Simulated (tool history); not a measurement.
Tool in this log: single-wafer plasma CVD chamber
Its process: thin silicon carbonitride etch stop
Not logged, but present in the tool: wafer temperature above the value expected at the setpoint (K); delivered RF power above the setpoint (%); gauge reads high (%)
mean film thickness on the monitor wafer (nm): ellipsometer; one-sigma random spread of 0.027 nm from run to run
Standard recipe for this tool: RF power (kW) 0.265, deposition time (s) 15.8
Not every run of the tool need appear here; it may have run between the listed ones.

run	day	RF power (kW)	deposition time (s)	wafers since the last listed run	hours since the last thermocouple change	hours since the last RF generator calibration	hours since the showerhead was replaced	hours since the gauge calibration	read-back reference wafer on the same gauge, thickness_nm	mean film thickness on the monitor wafer (nm)
1	0.000	0.265	15.8	0	1535.9	687.2	6648.2	730.7	7.600	8.970
2	1.842	0.265	15.8	768	1580.1	731.4	6692.4	774.9	7.605	8.960
3	5.679	0.265	15.8	1601	1672.2	823.5	6784.5	867.0	7.606	8.937
4	8.404	0.265	15.8	1137	1737.6	888.9	6849.9	932.4	7.591	8.943
5	10.254	0.265	15.8	771	1782.0	933.3	6894.3	976.8	7.594	8.902
6	13.958	0.265	13.8	1545	1870.9	1022.2	6983.2	1065.7	7.605	7.856
7	17.196	0.265	13.8	1350	1948.6	1099.9	7060.9	1143.4	7.601	7.813
8	21.012	0.265	13.8	1592	2040.2	1191.5	7152.5	1235.0	7.598	7.827
# day 22.479: RF generator calibrated
9	24.088	0.265	14.6	1144	2114.0	38.6	7226.3	1308.8	7.603	8.240
10	28.175	0.265	14.6	1705	2212.1	136.7	7324.4	1406.9	7.597	8.285
11	30.167	0.235	15.0	831	2259.9	184.5	7372.2	1454.7	7.605	8.159
12	33.812	0.235	15.0	1521	2347.4	272.0	7459.7	1542.2	7.595	8.162
13	37.938	0.235	15.0	1721	2446.4	371.0	7558.7	1641.2	7.601	8.139
# day 40.483: thermocouple changed; heater temperature recalibrated
14	41.929	0.300	13.8	1526	34.7	466.8	7654.5	1737.0	7.605	8.159
15	44.646	0.300	13.8	1133	99.9	532.0	7719.7	1802.2	7.593	8.125
16	47.175	0.230	15.8	1055	160.6	592.7	7780.4	1862.9	7.601	8.539
17	50.729	0.230	15.8	1483	245.9	678.0	7865.7	1948.2	7.598	8.604
18	54.679	0.315	16.6	1648	340.7	772.8	7960.5	2043.0	7.602	9.933
19	56.988	0.265	15.8	963	396.1	828.2	8015.9	2098.4	7.602	8.976
# day 59.154: showerhead replaced
# day 59.321: gauge calibrated
20	61.362	0.295	16.8	1686	501.1	933.2	53.0	49.0	7.599	9.902
21	65.833	0.265	15.8	1865	608.4	1040.5	160.3	156.3	7.596	8.937
22	69.612	0.265	15.8	1576	699.1	1131.2	251.0	247.0	7.599	8.989
23	71.654	0.285	17.1	851	748.1	1180.2	300.0	296.0	7.601	9.877
24	74.150	0.245	15.8	1041	808.0	1240.1	359.9	355.9	7.601	8.725
# day 78.038: RF generator calibrated
25	78.067	0.240	15.8	1495	902.0	0.7	453.9	449.9	7.598	8.632
26	81.842	0.300	16.7	1575	992.6	91.3	544.5	540.5	7.601	9.875
27	83.925	0.230	18.0	869	1042.6	141.3	594.5	590.5	7.601	9.786
28	88.162	0.265	15.8	1768	1144.3	243.0	696.2	692.2	7.593	8.915
29	89.904	0.290	15.8	726	1186.1	284.8	738.0	734.0	7.597	9.236

Forecast run 30:
30	93.379	0.265	15.8	1450	1269.5	368.2	821.4	817.4	?	?

{"run 30": {"read-back reference wafer on the same gauge, thickness_nm": 7.594, "mean film thickness on the monitor wafer (nm)": 8.906}}
If the tool had no hidden condition, the same run with the same run-to-run variation would have returned mean film thickness on the monitor wafer (nm) 8.906.
